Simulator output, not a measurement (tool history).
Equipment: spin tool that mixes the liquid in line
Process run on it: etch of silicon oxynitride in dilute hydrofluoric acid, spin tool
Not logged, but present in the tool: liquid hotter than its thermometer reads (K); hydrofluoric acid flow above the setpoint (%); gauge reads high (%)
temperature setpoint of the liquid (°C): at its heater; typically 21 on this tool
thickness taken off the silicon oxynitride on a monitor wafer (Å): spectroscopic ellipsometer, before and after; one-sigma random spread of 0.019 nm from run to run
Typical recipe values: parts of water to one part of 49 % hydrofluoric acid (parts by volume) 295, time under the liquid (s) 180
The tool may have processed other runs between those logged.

| run | day | temperature setpoint of the liquid (°C) | parts of water to one part of 49 % hydrofluoric acid (parts by volume) | time under the liquid (s) | wafers since the last listed run | hours since the thermometer was replaced | hours since the hydrofluoric acid flow meter was replaced | hours since the gauge calibration | read-back film thickness of the silicon oxynitride reference wafer, read on the same gauge (nm) | thickness taken off the silicon oxynitride on a monitor wafer (Å) |
|---|---|---|---|---|---|---|---|---|---|---|
| 1 | 0 | 21 | 295 | 180 | 0 | 138.7 | 1060.7 | 153.6 | 150 | 7.67 |
|  | 3.55 | hydrofluoric acid flow meter replaced |
| 2 | 7.612 | 21 | 295 | 180 | 1050 | 321.4 | 97.5 | 336.3 | 150.022 | 7.19 |
| 3 | 11.042 | 21 | 295 | 180 | 475 | 403.7 | 179.8 | 418.6 | 150.011 | 7.15 |
| 4 | 13.912 | 22.5 | 295 | 235 | 398 | 472.6 | 248.7 | 487.5 | 150.025 | 10.22 |
| 5 | 16.45 | 22.5 | 295 | 235 | 352 | 533.5 | 309.6 | 548.4 | 149.959 | 10.04 |
| 6 | 18.362 | 24.5 | 295 | 180 | 265 | 579.4 | 355.5 | 594.3 | 149.958 | 8.81 |
| 7 | 20.833 | 24.5 | 295 | 180 | 342 | 638.7 | 414.8 | 653.6 | 150.027 | 8.84 |
| 8 | 32.008 | 24.5 | 295 | 180 | 1550 | 906.9 | 683 | 921.8 | 150.009 | 9.43 |
|  | 32.854 | thermometer replaced |
| 9 | 35.883 | 21 | 295 | 180 | 531 | 72.7 | 776 | 1014.8 | 149.989 | 7.51 |
| 10 | 38.642 | 21 | 295 | 180 | 382 | 138.9 | 842.2 | 1081 | 149.969 | 7.55 |
|  | 41.375 | hydrofluoric acid flow meter replaced |
| 11 | 42.658 | 21 | 295 | 180 | 551 | 235.3 | 30.8 | 1177.4 | 149.999 | 6.78 |
| 12 | 45.712 | 21 | 250 | 130 | 423 | 308.6 | 104.1 | 1250.7 | 149.987 | 5.96 |
| 13 | 48.817 | 21 | 250 | 130 | 430 | 383.1 | 178.6 | 1325.2 | 150.02 | 5.95 |
| 14 | 51.188 | 21 | 250 | 130 | 328 | 440 | 235.5 | 1382.1 | 149.998 | 6.35 |
| 15 | 53.979 | 17 | 145 | 180 | 387 | 507 | 302.5 | 1449.1 | 149.997 | 13.45 |
| 16 | 56.55 | 21 | 295 | 110 | 356 | 568.7 | 364.2 | 1510.8 | 149.978 | 4.61 |
| 17 | 58.325 | 21 | 295 | 180 | 246 | 611.3 | 406.8 | 1553.4 | 150.003 | 7.6 |
| 18 | 62.062 | 17 | 145 | 180 | 518 | 701 | 496.5 | 1643.1 | 150.004 | 13.16 |
| 19 | 64.342 | 21 | 295 | 225 | 316 | 755.7 | 551.2 | 1697.8 | 150.003 | 9.94 |
|  | 67.838 | gauge calibrated |
| 20 | 68.688 | 23 | 295 | 180 | 602 | 860 | 655.5 | 20.4 | 150.003 | 8.54 |
| 21 | 70.85 | 17 | 295 | 180 | 300 | 911.9 | 707.4 | 72.3 | 150 | 6.44 |
| 22 | 72.4 | 21 | 375 | 145 | 215 | 949.1 | 744.6 | 109.5 | 149.964 | 4.77 |
| 23 | 75.529 | 21 | 295 | 180 | 434 | 1024.2 | 819.7 | 184.6 | 150.008 | 7.74 |
| 24 | 79.821 | 18 | 225 | 90 | 595 | 1127.2 | 922.7 | 287.6 | 150.002 | 4.95 |
|  | 79.912 | hydrofluoric acid flow meter replaced |
|  | 80.033 | thermometer replaced |
| 25 | 82.479 | 21 | 295 | 180 | 357 | 58.7 | 61.6 | 351.4 | 149.995 | 6.55 |
| 26 | 86.458 | 25 | 435 | 180 | 552 | 154.2 | 157.1 | 446.9 | 150.009 | 4.83 |
| 27 | 89.175 | 24.5 | 255 | 120 | 376 | 219.4 | 222.3 | 512.1 | 149.988 | 6.39 |
| 28 | 91.496 | 18 | 250 | 255 | 321 | 275.1 | 278 | 567.8 | 150.033 | 10.45 |
| 29 | 93.038 | 18.5 | 200 | 105 | 213 | 312.1 | 315 | 604.8 | 149.978 | 5.94 |
| 30 | 96.254 | 17 | 430 | 260 | 446 | 389.3 | 392.2 | 682 | 149.988 | 5.47 |
| 31 | 98.221 | 25.5 | 210 | 75 | 272 | 436.5 | 439.4 | 729.2 | 149.996 | 5.81 |
| 32 | 100.642 | 25.5 | 225 | 180 | 335 | 494.6 | 497.5 | 787.3 | 149.996 | 12.08 |

5 options for the next run, each taken on its own from the tool as it stands now. Forecast them:
| A | 100.662 | 21 | 170 | 180 | 2 | 495.1 | 498 | 787.8 | ? | ? |
| B | 100.662 | 24 | 295 | 80 | 2 | 495.1 | 498 | 787.8 | ? | ? |
| C | 100.662 | 21 | 190 | 180 | 2 | 495.1 | 498 | 787.8 | ? | ? |
| D | 100.662 | 24 | 210 | 125 | 2 | 495.1 | 498 | 787.8 | ? | ? |
| E | 100.662 | 17 | 190 | 255 | 2 | 495.1 | 498 | 787.8 | ? | ? |

| run | read-back film thickness of the silicon oxynitride reference wafer, read on the same gauge (nm) | thickness taken off the silicon oxynitride on a monitor wafer (Å) |
|---|---|---|
| A | 149.98 | 14.41 |
| B | 149.98 | 3.86 |
| C | 149.98 | 12.71 |
| D | 149.98 | 9.01 |
| E | 149.98 | 14.94 |
The same runs, with their run-to-run variation unchanged, on a tool lacking any hidden condition would have given:
| run | thickness taken off the silicon oxynitride on a monitor wafer (Å) |
|---|---|
| A | 12.51 |
| B | 3.36 |
| C | 11.04 |
| D | 7.84 |
| E | 12.95 |

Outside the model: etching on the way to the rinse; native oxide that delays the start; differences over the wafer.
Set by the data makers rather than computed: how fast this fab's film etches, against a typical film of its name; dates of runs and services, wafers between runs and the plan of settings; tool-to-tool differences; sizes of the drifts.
